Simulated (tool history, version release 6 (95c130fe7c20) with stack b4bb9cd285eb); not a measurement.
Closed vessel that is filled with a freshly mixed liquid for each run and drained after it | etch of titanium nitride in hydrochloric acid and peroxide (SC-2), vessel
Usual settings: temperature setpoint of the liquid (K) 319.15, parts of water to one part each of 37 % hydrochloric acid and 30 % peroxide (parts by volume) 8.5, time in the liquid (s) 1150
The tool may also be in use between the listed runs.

| run | hour | temperature setpoint of the liquid (K) | parts of water to one part each of 37 % hydrochloric acid and 30 % peroxide (parts by volume) | time in the liquid (s) | read-back film thickness of the titanium nitride reference wafer, read on the same gauge (nm) | thickness taken off the titanium nitride on a monitor wafer (Å) |
|---|---|---|---|---|---|---|
| 1 | 0.0 | 319.15 | 8.5 | 1150 | 70.00 | 463.9 |
| 2 | 67.3 | 319.15 | 7.0 | 1150 | 70.01 | 541.5 |
| 3 | 120.3 | 319.15 | 7.0 | 1150 | 70.02 | 543.7 |
| 4 | 185.0 | 319.15 | 8.5 | 1150 | 70.01 | 466.6 |
|  | 208.4 | gauge calibrated |
| 5 | 233.1 | 319.15 | 8.5 | 1150 | 70.02 | 465.9 |
| 6 | 310.8 | 319.15 | 8.5 | 1150 | 70.05 | 473.6 |
| 7 | 373.0 | 319.15 | 8.5 | 1150 | 70.05 | 476.1 |
| 8 | 411.6 | 314.65 | 6.0 | 1150 | 69.99 | 458.0 |
| 9 | 476.2 | 319.15 | 9.5 | 1150 | 70.00 | 430.2 |
| 10 | 544.7 | 319.15 | 9.5 | 1150 | 70.00 | 434.3 |
| 11 | 605.7 | 319.15 | 9.5 | 1150 | 70.01 | 439.6 |
|  | 622.7 | new drum of peroxide connected |
| 12 | 671.5 | 319.15 | 8.5 | 1150 | 69.96 | 485.5 |
| 13 | 712.5 | 319.15 | 4.5 | 1150 | 69.99 | 784.9 |
| 14 | 771.4 | 319.15 | 5.0 | 1150 | 69.97 | 725.5 |
| 15 | 831.2 | 316.15 | 12.5 | 1150 | 70.02 | 285.8 |
|  | 860.7 | chemicals flow meter replaced |
|  | 898.3 | thermometer replaced |
| 16 | 919.7 | 319.15 | 7.5 | 1150 | 69.96 | 459.0 |
| 17 | 976.6 | 319.15 | 8.5 | 1150 | 69.97 | 422.8 |
| 18 | 1065.7 | 319.15 | 8.5 | 1680 | 69.99 | 613.1 |
| 19 | 1147.2 | 322.65 | 6.5 | 1545 | 69.96 | 889.9 |
| 20 | 1250.8 | 329.15 | 12.5 | 520 | 70.02 | 270.9 |
| 21 | 1301.4 | 323.15 | 8.5 | 1785 | 70.01 | 876.2 |
| 22 | 1351.3 | 329.15 | 12.5 | 520 | 69.99 | 276.2 |
|  | 1396.8 | gauge calibrated |
| 23 | 1420.3 | 309.65 | 8.5 | 1650 | 70.02 | 309.9 |
|  | 1481.2 | new drum of peroxide connected |
| 24 | 1512.5 | 319.15 | 7.5 | 1445 | 69.99 | 596.5 |
| 25 | 1578.7 | 319.15 | 8.5 | 1150 | 69.96 | 430.1 |
| 26 | 1684.4 | 319.15 | 5.5 | 1610 | 69.98 | 853.0 |
| 27 | 1792.1 | 319.15 | 8.5 | 1150 | 69.98 | 437.0 |
| 28 | 1881.2 | 319.15 | 10.0 | 1150 | 69.99 | 390.9 |

5 ways to go on from here, each from the tool as it stands after run 28. What would each give?
| A | 1882.2 | 319.15 | 8.5 | 1150 | ? | ? |
| B | 1882.2 | 312.15 | 10.5 | 1150 | ? | ? |
| C | 1882.2 | 310.65 | 8.5 | 875 | ? | ? |
| D | 1882.2 | 323.65 | 12.0 | 1150 | ? | ? |
| E | 1882.2 | 327.15 | 12.0 | 1745 | ? | ? |

| run | read-back film thickness of the titanium nitride reference wafer, read on the same gauge (nm) | thickness taken off the titanium nitride on a monitor wafer (Å) |
|---|---|---|
| A | 69.99 | 436.5 |
| B | 69.99 | 225.4 |
| C | 69.99 | 183.4 |
| D | 69.99 | 442.7 |
| E | 69.99 | 844.5 |
Without the tool's hidden state the same runs would have given:
| run | thickness taken off the titanium nitride on a monitor wafer (Å) |
|---|---|
| A | 411.4 |
| B | 211.9 |
| C | 172.3 |
| D | 417.9 |
| E | 798.2 |
